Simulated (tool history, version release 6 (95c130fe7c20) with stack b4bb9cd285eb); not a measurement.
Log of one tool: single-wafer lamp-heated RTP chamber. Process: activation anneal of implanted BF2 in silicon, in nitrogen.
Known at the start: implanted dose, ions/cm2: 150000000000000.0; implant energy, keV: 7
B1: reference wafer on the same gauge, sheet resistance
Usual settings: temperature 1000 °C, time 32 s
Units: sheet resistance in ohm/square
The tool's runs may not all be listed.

{"run": 1, "day": 0.0, "temperature": 1000, "time": 32, "B1": 861.16, "sheet resistance": 807.83}
{"day": 0.288, "done": "pyrometer window cleaned and pyrometer calibrated"}
{"run": 2, "day": 1.158, "temperature": 1000, "time": 44, "B1": 860.01, "sheet resistance": 802.91}
{"run": 3, "day": 2.962, "temperature": 1000, "time": 44, "B1": 859.51, "sheet resistance": 802.24}
{"run": 4, "day": 4.429, "temperature": 1000, "time": 32, "B1": 859.67, "sheet resistance": 812.01}
{"day": 5.808, "done": "pyrometer window cleaned and pyrometer calibrated"}
{"run": 5, "day": 5.833, "temperature": 1000, "time": 32, "B1": 861.23, "sheet resistance": 810.17}
{"run": 6, "day": 7.688, "temperature": 1000, "time": 32, "B1": 860.23, "sheet resistance": 808.93}
{"run": 7, "day": 10.483, "temperature": 1011, "time": 32, "B1": 859.49, "sheet resistance": 801.43}
{"run": 8, "day": 11.575, "temperature": 1010, "time": 40, "B1": 859.64, "sheet resistance": 791.49}
{"day": 12.083, "done": "pyrometer window cleaned and pyrometer calibrated"}
{"day": 12.329, "done": "gauge calibrated"}
{"run": 9, "day": 13.492, "temperature": 1027, "time": 25, "B1": 859.43, "sheet resistance": 796.76}
{"run": 10, "day": 15.954, "temperature": 1000, "time": 44, "B1": 859.89, "sheet resistance": 795.65}
{"run": 11, "day": 18.017, "temperature": 981, "time": 17, "B1": 860.07, "sheet resistance": 835.08}
{"day": 19.183, "done": "pyrometer window cleaned and pyrometer calibrated"}
{"run": 12, "day": 20.729, "temperature": 1000, "time": 25, "B1": 860.29, "sheet resistance": 815.77}
{"day": 21.925, "done": "reflector plate cleaned"}
{"run": 13, "day": 23.725, "temperature": 990, "time": 14, "B1": 859.93, "sheet resistance": 840.27}
{"day": 25.846, "done": "pyrometer window cleaned and pyrometer calibrated"}
{"run": 14, "day": 25.867, "temperature": 983, "time": 39, "B1": 859.83, "sheet resistance": 815.32}
{"run": 15, "day": 27.708, "temperature": 1009, "time": 47, "B1": 859.32, "sheet resistance": 787.87}
{"run": 16, "day": 29.492, "temperature": 974, "time": 51, "B1": 859.75, "sheet resistance": 812.69}
{"run": 17, "day": 31.525, "temperature": 986, "time": 26, "B1": 861.19, "sheet resistance": 824.72}

Forecast each of these 4 alternatives for the next run:
{"run": "A", "day": 31.542, "temperature": 1018, "time": 32, "B1": "?", "sheet resistance": "?"}
{"run": "B", "day": 31.542, "temperature": 1015, "time": 32, "B1": "?", "sheet resistance": "?"}
{"run": "C", "day": 31.542, "temperature": 1012, "time": 18, "B1": "?", "sheet resistance": "?"}
{"run": "D", "day": 31.542, "temperature": 1021, "time": 23, "B1": "?", "sheet resistance": "?"}

run=A B1=860.06 sheet_resistance=796.57
run=B B1=860.06 sheet_resistance=799.02
run=C B1=860.06 sheet_resistance=820.85
run=D B1=860.06 sheet_resistance=806.55
Without the tool's hidden state the same runs would have given:
run=A sheet_resistance=802.02
run=B sheet_resistance=804.44
run=C sheet_resistance=825.11
run=D sheet_resistance=811.42

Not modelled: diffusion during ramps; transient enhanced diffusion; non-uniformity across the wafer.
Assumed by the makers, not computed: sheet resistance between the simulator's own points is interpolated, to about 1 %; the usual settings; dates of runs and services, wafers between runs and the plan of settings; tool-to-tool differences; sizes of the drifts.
